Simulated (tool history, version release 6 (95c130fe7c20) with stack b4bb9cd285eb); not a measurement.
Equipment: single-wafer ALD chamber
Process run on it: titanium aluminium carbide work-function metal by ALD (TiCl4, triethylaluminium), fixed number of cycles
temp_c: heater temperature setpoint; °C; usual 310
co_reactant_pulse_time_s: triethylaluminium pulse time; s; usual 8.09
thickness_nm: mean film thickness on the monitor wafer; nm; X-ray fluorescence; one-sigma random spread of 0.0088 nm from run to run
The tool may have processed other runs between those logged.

| run | hour | temp_c | co_reactant_pulse_time_s | wafers since the last listed run | hours since the last thermocouple change | hours since the last triethylaluminium bottle change | hours since the showerhead was replaced | hours since the gauge calibration | read-back reference wafer on the same gauge, thickness_nm | thickness_nm |
|---|---|---|---|---|---|---|---|---|---|---|
| 1 | 0 | 310 | 8.09 | 0 | 1010.4 | 366.4 | 3165.7 | 198.5 | 1.941 | 1.945 |
| 2 | 33.5 | 310 | 8.09 | 336 | 1043.9 | 399.9 | 3199.2 | 232 | 1.94 | 1.969 |
| 3 | 61.1 | 310 | 8.09 | 277 | 1071.5 | 427.5 | 3226.8 | 259.6 | 1.937 | 1.966 |
| 4 | 89.1 | 310 | 5.92 | 281 | 1099.5 | 455.5 | 3254.8 | 287.6 | 1.941 | 1.807 |
| 5 | 107.1 | 310 | 5.92 | 180 | 1117.5 | 473.5 | 3272.8 | 305.6 | 1.941 | 1.818 |
| 6 | 142.9 | 310 | 8.09 | 359 | 1153.3 | 509.3 | 3308.6 | 341.4 | 1.939 | 1.956 |
| 7 | 165.3 | 310 | 8.09 | 224 | 1175.7 | 531.7 | 3331 | 363.8 | 1.94 | 1.966 |
| 8 | 196.9 | 320 | 8.09 | 317 | 1207.3 | 563.3 | 3362.6 | 395.4 | 1.941 | 2.058 |
| 9 | 218.8 | 320 | 8.09 | 219 | 1229.2 | 585.2 | 3384.5 | 417.3 | 1.94 | 2.049 |
|  | 317.8 | showerhead replaced |
| 10 | 318.5 | 302 | 5.59 | 920 | 1328.9 | 684.9 | 0.7 | 517 | 1.938 | 1.698 |
|  | 339.9 | gauge calibrated |
| 11 | 350.3 | 302 | 5.59 | 319 | 1360.7 | 716.7 | 32.5 | 10.4 | 1.938 | 1.715 |
| 12 | 378 | 310 | 8.09 | 278 | 1388.4 | 744.4 | 60.2 | 38.1 | 1.938 | 1.953 |
|  | 410 | triethylaluminium bottle replaced |
| 13 | 410.5 | 310 | 8.09 | 245 | 1420.9 | 0.5 | 92.7 | 70.6 | 1.942 | 1.945 |
| 14 | 428.4 | 310 | 8.09 | 179 | 1438.8 | 18.4 | 110.6 | 88.5 | 1.94 | 1.952 |
| 15 | 501.8 | 310 | 8.09 | 736 | 1512.2 | 91.8 | 184 | 161.9 | 1.937 | 1.954 |
| 16 | 527.1 | 310 | 8.09 | 253 | 1537.5 | 117.1 | 209.3 | 187.2 | 1.939 | 1.962 |
| 17 | 542.3 | 310 | 8.09 | 152 | 1552.7 | 132.3 | 224.5 | 202.4 | 1.941 | 1.946 |
| 18 | 555.3 | 320 | 9.95 | 130 | 1565.7 | 145.3 | 237.5 | 215.4 | 1.938 | 2.109 |
|  | 595.2 | thermocouple changed; heater temperature recalibrated |
| 19 | 629.8 | 310 | 8.09 | 667 | 34.6 | 219.8 | 312 | 289.9 | 1.938 | 1.976 |
| 20 | 658.7 | 310 | 8.09 | 290 | 63.5 | 248.7 | 340.9 | 318.8 | 1.939 | 1.998 |
| 21 | 686.8 | 305 | 10.59 | 282 | 91.6 | 276.8 | 369 | 346.9 | 1.937 | 2.019 |
| 22 | 702 | 310 | 8.09 | 152 | 106.8 | 292 | 384.2 | 362.1 | 1.941 | 1.981 |
| 23 | 732.7 | 320 | 7.16 | 308 | 137.5 | 322.7 | 414.9 | 392.8 | 1.939 | 2.016 |
| 24 | 752 | 310 | 8.09 | 193 | 156.8 | 342 | 434.2 | 412.1 | 1.941 | 1.972 |
|  | 764.7 | gauge calibrated |
| 25 | 785.4 | 321 | 5.13 | 335 | 190.2 | 375.4 | 467.6 | 20.7 | 1.943 | 1.824 |
| 26 | 807.6 | 296 | 5.85 | 222 | 212.4 | 397.6 | 489.8 | 42.9 | 1.94 | 1.71 |
| 27 | 832.4 | 304 | 9.97 | 248 | 237.2 | 422.4 | 514.6 | 67.7 | 1.942 | 1.983 |
| 28 | 854.8 | 301 | 10.42 | 224 | 259.6 | 444.8 | 537 | 90.1 | 1.941 | 1.975 |
| 29 | 882.6 | 310 | 5.68 | 279 | 287.4 | 472.6 | 564.8 | 117.9 | 1.938 | 1.777 |
| 30 | 910.5 | 310 | 8.09 | 280 | 315.3 | 500.5 | 592.7 | 145.8 | 1.938 | 1.967 |

The next listed run, before its measurement:
| 31 | 941.8 | 310 | 8.09 | 314 | 346.6 | 531.8 | 624 | 177.1 | ? | ? |

For run 31 the tool returned read-back reference wafer on the same gauge, thickness_nm 1.939, thickness_nm 1.961 nm.
The same run, on a tool lacking any hidden state, would have yielded thickness_nm 1.993 nm.

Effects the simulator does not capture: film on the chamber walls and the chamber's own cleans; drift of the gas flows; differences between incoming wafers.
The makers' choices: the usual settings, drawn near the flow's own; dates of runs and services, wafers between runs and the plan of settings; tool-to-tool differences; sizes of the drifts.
